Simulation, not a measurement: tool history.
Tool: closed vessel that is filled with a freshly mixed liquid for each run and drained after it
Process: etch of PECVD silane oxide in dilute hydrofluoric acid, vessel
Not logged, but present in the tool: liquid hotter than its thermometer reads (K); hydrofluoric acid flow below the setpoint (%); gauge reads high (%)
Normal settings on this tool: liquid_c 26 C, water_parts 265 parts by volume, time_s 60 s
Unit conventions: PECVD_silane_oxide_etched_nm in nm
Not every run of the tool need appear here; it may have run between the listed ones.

run     day  liquid_c  water_parts  time_s  wafers since the last listed run  hours since the thermometer was replaced  hours since the hydrofluoric acid flow meter was replaced  hours since the gauge calibration  read-back film thickness of the PECVD silane oxide reference wafer, read on the same gauge (nm)  PECVD_silane_oxide_etched_nm
  1       0        26          325      60                                 0                                     942.4                                                      348.1                              608.1                                                                                            79.98                          8.32
  2   2.412        26          325      60                              5075                                    1000.3                                                        406                                666                                                                                            80.06                          8.38
  3   3.721        26          265      60                              2752                                    1031.7                                                      437.4                              697.4                                                                                               80                         10.96
  4   6.617        26          265      60                              6091                                    1101.2                                                      506.9                              766.9                                                                                            79.99                         10.89
  5   7.996        26          265      45                              2901                                    1134.3                                                        540                                800                                                                                            79.99                          8.13
  6  10.025        26          265      45                              4268                                      1183                                                      588.7                              848.7                                                                                            80.01                          8.18
  7  12.179        26          265      45                              4531                                    1234.7                                                      640.4                              900.4                                                                                            80.03                          8.23
  8  14.092        30          265      40                              4023                                    1280.6                                                      686.3                              946.3                                                                                               80                          8.25
  9  16.562        30          265      40                              5197                                    1339.9                                                      745.6                             1005.6                                                                                               80                          8.35
 10  18.996        30          265      40                              5118                                    1398.3                                                        804                               1064                                                                                            79.97                          8.33
 11  20.575        26          265      35                              3322                                    1436.2                                                      841.9                             1101.9                                                                                               80                          6.37
 12  23.179        26          320      60                              5478                                    1498.7                                                      904.4                             1164.4                                                                                            80.04                          8.56
 13  24.875        26          320      60                              3567                                    1539.4                                                      945.1                             1205.1                                                                                               80                          8.49
 14  27.762        26          320      60                              6074                                    1608.7                                                     1014.4                             1274.4                                                                                            79.99                          8.61
 15  29.121      21.5          180      85                              2857                                    1641.3                                                       1047                               1307                                                                                            80.03                         20.94
 16  30.692        26          335      60                              3304                                      1679                                                     1084.7                             1344.7                                                                                               80                          8.04
 17  32.496        26          265      60                              3795                                    1722.3                                                       1128                               1388                                                                                            80.01                         10.83
 18  33.675        26          205      35                              2480                                    1750.6                                                     1156.3                             1416.3                                                                                            80.01                          8.75
     34.288  -- hydrofluoric acid flow meter replaced
     35.088  -- thermometer replaced
 19  41.633        23          215      75                             16566                                     157.1                                                      176.3                             1607.3                                                                                            79.98                         15.76
 20  44.908      27.5          265      90                              6889                                     235.7                                                      254.9                             1685.9                                                                                               80                         17.22
 21  47.058      30.5          265      80                              4522                                     287.3                                                      306.5                             1737.5                                                                                            79.99                         16.95
     48.779  -- gauge calibrated
 22      50        26          265      45                              6188                                     357.9                                                      377.1                               29.3                                                                                            79.96                          8.05
 23  52.521        26          205      30                              5302                                     418.4                                                      437.6                               89.8                                                                                               80                          7.52
 24  54.354        26          310      60                              3856                                     462.4                                                      481.6                              133.8                                                                                               80                          8.94
 25  56.021        26          340      80                              3506                                     502.4                                                      521.6                              173.8                                                                                            79.99                         10.38
 26  57.338        26          265      60                              2769                                       534                                                      553.2                              205.4                                                                                            80.01                         10.81
 27  59.717        24          200      45                              5004                                     591.1                                                      610.3                              262.5                                                                                            80.02                         10.82
 28  61.783        26          265      60                              4347                                     640.7                                                      659.9                              312.1                                                                                               80                         10.97

5 options for the next run, each taken on its own from the tool as it stands now. Forecast them:
  A  61.812        26          195      60                                61                                     641.4                                                      660.6                              312.8                                                                                                ?                             ?
  B  61.812        26          220      60                                61                                     641.4                                                      660.6                              312.8                                                                                                ?                             ?
  C  61.812        23          320      85                                61                                     641.4                                                      660.6                              312.8                                                                                                ?                             ?
  D  61.812        22          375      60                                61                                     641.4                                                      660.6                              312.8                                                                                                ?                             ?
  E  61.812        28          265      60                                61                                     641.4                                                      660.6                              312.8                                                                                                ?                             ?

run  read-back film thickness of the PECVD silane oxide reference wafer, read on the same gauge (nm)  PECVD_silane_oxide_etched_nm
  A                                                                                            79.97                         15.97
  B                                                                                            79.97                         13.76
  C                                                                                            79.97                          10.9
  D                                                                                            79.97                          6.03
  E                                                                                            79.97                         11.66
Take away the tool's hidden state, keep each run's random variation, and the runs would have read:
run  PECVD_silane_oxide_etched_nm
  A                         15.97
  B                         13.76
  C                          10.9
  D                          6.03
  E                         11.66
